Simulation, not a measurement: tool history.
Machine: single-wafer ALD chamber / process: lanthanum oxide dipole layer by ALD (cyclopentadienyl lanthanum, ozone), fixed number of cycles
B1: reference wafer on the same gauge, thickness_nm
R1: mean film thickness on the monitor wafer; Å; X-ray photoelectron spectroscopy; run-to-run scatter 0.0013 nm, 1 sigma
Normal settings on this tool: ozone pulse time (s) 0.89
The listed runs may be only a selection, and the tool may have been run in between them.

{"run": 1, "hour": 0.0, "ozone pulse time (s)": 0.89, "B1": 0.598, "R1": 4.99}
{"run": 2, "hour": 49.1, "ozone pulse time (s)": 0.89, "B1": 0.597, "R1": 4.99}
{"run": 3, "hour": 103.5, "ozone pulse time (s)": 1.06, "B1": 0.596, "R1": 5.35}
{"run": 4, "hour": 142.0, "ozone pulse time (s)": 1.06, "B1": 0.597, "R1": 5.35}
{"run": 5, "hour": 182.2, "ozone pulse time (s)": 1.06, "B1": 0.598, "R1": 5.33}
{"run": 6, "hour": 237.8, "ozone pulse time (s)": 1.12, "B1": 0.597, "R1": 5.45}
{"run": 7, "hour": 273.4, "ozone pulse time (s)": 0.96, "B1": 0.597, "R1": 5.14}
{"run": 8, "hour": 320.5, "ozone pulse time (s)": 0.89, "B1": 0.597, "R1": 4.97}
{"hour": 342.1, "done": "ozone generator serviced"}
{"run": 9, "hour": 354.8, "ozone pulse time (s)": 0.74, "B1": 0.598, "R1": 4.65}
{"run": 10, "hour": 391.3, "ozone pulse time (s)": 0.74, "B1": 0.597, "R1": 4.6}
{"run": 11, "hour": 436.3, "ozone pulse time (s)": 0.89, "B1": 0.597, "R1": 5.06}
{"run": 12, "hour": 482.7, "ozone pulse time (s)": 0.89, "B1": 0.598, "R1": 5.04}
{"hour": 512.2, "done": "showerhead replaced"}
{"run": 13, "hour": 528.1, "ozone pulse time (s)": 0.63, "B1": 0.598, "R1": 4.06}
{"run": 14, "hour": 555.6, "ozone pulse time (s)": 0.63, "B1": 0.597, "R1": 4.05}
{"run": 15, "hour": 612.1, "ozone pulse time (s)": 0.63, "B1": 0.597, "R1": 4.02}
{"hour": 672.9, "done": "gauge calibrated"}
{"run": 16, "hour": 679.2, "ozone pulse time (s)": 0.89, "B1": 0.597, "R1": 5}
{"run": 17, "hour": 721.0, "ozone pulse time (s)": 0.57, "B1": 0.597, "R1": 3.68}
{"run": 18, "hour": 750.9, "ozone pulse time (s)": 0.89, "B1": 0.597, "R1": 4.97}
{"run": 19, "hour": 787.3, "ozone pulse time (s)": 0.98, "B1": 0.597, "R1": 5.2}
{"run": 20, "hour": 814.5, "ozone pulse time (s)": 1.23, "B1": 0.597, "R1": 5.6}
{"run": 21, "hour": 854.9, "ozone pulse time (s)": 0.62, "B1": 0.597, "R1": 3.93}
{"run": 22, "hour": 904.4, "ozone pulse time (s)": 1.09, "B1": 0.596, "R1": 5.4}
{"run": 23, "hour": 945.3, "ozone pulse time (s)": 0.59, "B1": 0.597, "R1": 3.75}
{"run": 24, "hour": 987.3, "ozone pulse time (s)": 1.15, "B1": 0.597, "R1": 5.5}
{"run": 25, "hour": 1028.6, "ozone pulse time (s)": 0.6, "B1": 0.598, "R1": 3.81}
{"run": 26, "hour": 1071.4, "ozone pulse time (s)": 0.89, "B1": 0.597, "R1": 4.93}
{"hour": 1141.2, "done": "ozone generator serviced"}
{"hour": 1154.5, "done": "thermocouple changed; heater temperature recalibrated"}
{"run": 27, "hour": 1169.2, "ozone pulse time (s)": 0.71, "B1": 0.597, "R1": 4.51}
{"run": 28, "hour": 1211.2, "ozone pulse time (s)": 0.7, "B1": 0.597, "R1": 4.42}
{"run": 29, "hour": 1270.0, "ozone pulse time (s)": 1.14, "B1": 0.597, "R1": 5.54}
{"run": 30, "hour": 1326.7, "ozone pulse time (s)": 0.89, "B1": 0.597, "R1": 5}
{"run": 31, "hour": 1353.6, "ozone pulse time (s)": 1.1, "B1": 0.597, "R1": 5.47}
{"run": 32, "hour": 1387.5, "ozone pulse time (s)": 0.89, "B1": 0.597, "R1": 5}
{"run": 33, "hour": 1430.5, "ozone pulse time (s)": 0.61, "B1": 0.597, "R1": 3.91}
{"run": 34, "hour": 1545.1, "ozone pulse time (s)": 0.66, "B1": 0.597, "R1": 4.12}

Alternative continuations, all from the tool just after run 34; predict every row:
{"run": "A", "hour": 1545.5, "ozone pulse time (s)": 1.13, "B1": "?", "R1": "?"}
{"run": "B", "hour": 1545.5, "ozone pulse time (s)": 1.18, "B1": "?", "R1": "?"}
{"run": "C", "hour": 1545.5, "ozone pulse time (s)": 1.04, "B1": "?", "R1": "?"}
{"run": "D", "hour": 1545.5, "ozone pulse time (s)": 0.72, "B1": "?", "R1": "?"}

run=A B1=0.597 R1=5.47
run=B B1=0.597 R1=5.55
run=C B1=0.597 R1=5.31
run=D B1=0.597 R1=4.39
The same runs, with their run-to-run variation unchanged, on a tool lacking any hidden condition would have given:
run=A R1=5.6
run=B R1=5.67
run=C R1=5.46
run=D R1=4.59
